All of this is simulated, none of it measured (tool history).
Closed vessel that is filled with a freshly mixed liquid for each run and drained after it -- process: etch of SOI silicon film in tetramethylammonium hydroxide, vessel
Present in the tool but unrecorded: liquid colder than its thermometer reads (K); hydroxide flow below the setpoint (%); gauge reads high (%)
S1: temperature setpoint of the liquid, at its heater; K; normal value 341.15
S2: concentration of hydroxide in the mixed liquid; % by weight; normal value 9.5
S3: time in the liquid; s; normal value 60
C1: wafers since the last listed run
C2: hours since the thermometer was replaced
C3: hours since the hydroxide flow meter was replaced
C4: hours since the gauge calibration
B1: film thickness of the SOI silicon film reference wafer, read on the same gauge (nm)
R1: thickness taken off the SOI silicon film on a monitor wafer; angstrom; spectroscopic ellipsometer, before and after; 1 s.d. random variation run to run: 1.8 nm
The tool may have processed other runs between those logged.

| run | hour | S1 | S2 | S3 | C1 | C2 | C3 | C4 | B1 | R1 |
|---|---|---|---|---|---|---|---|---|---|---|
| 1 | 0.0 | 341.15 | 9.5 | 60 | 0 | 2751.5 | 496.4 | 159.3 | 140.02 | 3779.4 |
| 2 | 15.4 | 341.15 | 9.5 | 60 | 1456 | 2766.9 | 511.8 | 174.7 | 139.97 | 3763.7 |
| 3 | 27.2 | 341.15 | 9.5 | 60 | 1116 | 2778.7 | 523.6 | 186.5 | 140.00 | 3772.1 |
| 4 | 43.2 | 341.15 | 9.5 | 60 | 1513 | 2794.7 | 539.6 | 202.5 | 139.99 | 3757.9 |
| 5 | 55.2 | 341.15 | 9.5 | 60 | 1134 | 2806.7 | 551.6 | 214.5 | 140.05 | 3769.2 |
| 6 | 63.1 | 341.15 | 9.5 | 60 | 747 | 2814.6 | 559.5 | 222.4 | 140.01 | 3758.5 |
| 7 | 78.7 | 341.15 | 9.5 | 60 | 1475 | 2830.2 | 575.1 | 238.0 | 139.97 | 3782.6 |
| 8 | 94.4 | 341.15 | 9.5 | 60 | 1484 | 2845.9 | 590.8 | 253.7 | 139.97 | 3744.1 |
| 9 | 102.6 | 341.15 | 9.5 | 60 | 775 | 2854.1 | 599.0 | 261.9 | 140.03 | 3754.5 |
| 10 | 109.3 | 341.15 | 9.5 | 60 | 633 | 2860.8 | 605.7 | 268.6 | 139.95 | 3740.2 |
|  | 126.8 | hydroxide flow meter replaced |
| 11 | 127.3 | 334.15 | 9.5 | 60 | 1607 | 2878.8 | 0.5 | 286.6 | 140.05 | 2436.6 |
| 12 | 139.2 | 348.15 | 9.5 | 90 | 1125 | 2890.7 | 12.4 | 298.5 | 140.00 | 8526.0 |
|  | 141.4 | gauge calibrated |
| 13 | 149.0 | 347.65 | 9.5 | 30 | 926 | 2900.5 | 22.2 | 7.6 | 140.02 | 2745.2 |
| 14 | 157.7 | 341.15 | 8.0 | 60 | 822 | 2909.2 | 30.9 | 16.3 | 139.99 | 3973.1 |
| 15 | 172.0 | 335.15 | 7.5 | 85 | 1352 | 2923.5 | 45.2 | 30.6 | 140.01 | 3932.5 |
| 16 | 186.1 | 341.15 | 9.5 | 60 | 1333 | 2937.6 | 59.3 | 44.7 | 139.96 | 3741.5 |
|  | 202.7 | thermometer replaced |
| 17 | 203.2 | 341.15 | 12.0 | 45 | 1522 | 0.5 | 76.4 | 61.8 | 140.01 | 3097.4 |
| 18 | 211.0 | 341.15 | 9.5 | 90 | 737 | 8.3 | 84.2 | 69.6 | 140.03 | 6729.0 |
| 19 | 222.5 | 341.15 | 9.5 | 60 | 1087 | 19.8 | 95.7 | 81.1 | 140.00 | 4463.1 |
| 20 | 274.4 | 341.15 | 6.5 | 35 | 4908 | 71.7 | 147.6 | 133.0 | 140.00 | 2929.2 |

Alternative continuations, all from the tool just after run 20; predict every row:
| A | 275.1 | 345.65 | 9.5 | 60 | 66 | 72.4 | 148.3 | 133.7 | ? | ? |
| B | 275.1 | 341.15 | 12.5 | 60 | 66 | 72.4 | 148.3 | 133.7 | ? | ? |
| C | 275.1 | 341.15 | 11.0 | 60 | 66 | 72.4 | 148.3 | 133.7 | ? | ? |
| D | 275.1 | 341.15 | 8.5 | 80 | 66 | 72.4 | 148.3 | 133.7 | ? | ? |
| E | 275.1 | 341.15 | 9.5 | 35 | 66 | 72.4 | 148.3 | 133.7 | ? | ? |

| run | B1 | R1 |
|---|---|---|
| A | 139.96 | 5788.2 |
| B | 139.96 | 4008.8 |
| C | 139.96 | 4215.7 |
| D | 139.96 | 6171.9 |
| E | 139.96 | 2593.2 |
With the hidden condition removed and each run's random variation left untouched, the same runs would have given:
| run | R1 |
|---|---|
| A | 5818.4 |
| B | 4030.2 |
| C | 4238.3 |
| D | 6205.0 |
| E | 2607.1 |
